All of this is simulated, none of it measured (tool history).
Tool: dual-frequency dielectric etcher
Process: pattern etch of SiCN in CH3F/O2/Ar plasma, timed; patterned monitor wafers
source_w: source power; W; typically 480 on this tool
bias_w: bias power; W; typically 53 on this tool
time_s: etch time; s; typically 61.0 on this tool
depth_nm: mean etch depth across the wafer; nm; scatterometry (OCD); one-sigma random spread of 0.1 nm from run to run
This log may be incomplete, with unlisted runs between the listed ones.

run,day,source_w,bias_w,time_s,"read-back reference wafer on the same gauge, depth_nm",depth_nm
1,0.000,560,53,61.0,18.59,23.59
2,2.442,480,53,61.0,18.58,21.31
3,4.096,480,53,61.0,18.59,21.45
4,6.538,480,53,61.0,18.63,21.28
5,8.704,410,53,52.0,18.59,16.26
# day 10.217: wet clean of the chamber
# day 11.696: bias power generator calibrated
6,14.388,360,50,56.0,18.58,16.11
7,15.396,520,44,73.0,18.59,25.62
# day 17.254: gauge calibrated
8,17.508,480,48,50.0,18.58,17.23
9,19.392,530,42,76.5,18.59,26.85
# day 22.175: source power generator calibrated
10,22.271,480,53,54.5,18.59,19.12
11,23.371,480,53,61.0,18.59,21.39
12,25.275,480,53,61.0,18.57,21.19
13,27.225,370,53,47.5,18.59,13.98
# day 29.412: wet clean of the chamber
14,29.562,590,47,61.0,18.62,23.66
15,31.017,480,53,61.0,18.60,21.85
16,33.783,480,65,61.0,18.60,22.88
# day 35.754: upper electrode replaced
17,36.375,480,53,61.0,18.59,21.52
18,38.375,590,56,43.5,18.61,17.35
19,41.275,480,53,61.0,18.61,21.34
20,43.925,370,48,61.0,18.59,17.25
21,46.117,580,64,67.0,18.58,27.41
# day 49.308: wet clean of the chamber
22,49.329,450,57,77.5,18.60,27.53
23,50.700,480,53,50.5,18.61,18.05
24,52.042,480,53,78.5,18.58,28.16
25,54.979,480,59,61.0,18.58,22.22
26,56.717,590,43,76.5,18.59,28.65
27,58.742,480,49,61.0,18.60,21.04
28,61.446,480,53,47.0,18.63,16.48
29,62.729,410,53,75.5,18.59,23.82

Forecast each of these 5 alternatives for the next run:
A,62.746,480,53,61.0,?,?
B,62.746,540,43,53.5,?,?
C,62.746,450,61,67.0,?,?
D,62.746,530,48,70.0,?,?
E,62.746,480,48,43.0,?,?

run,"read-back reference wafer on the same gauge, depth_nm",depth_nm
A,18.59,21.46
B,18.59,19.00
C,18.59,23.66
D,18.59,25.37
E,18.59,14.69
Had the tool no hidden state, the same runs would have come out as:
run,depth_nm
A,21.93
B,19.42
C,24.17
D,25.92
E,15.01
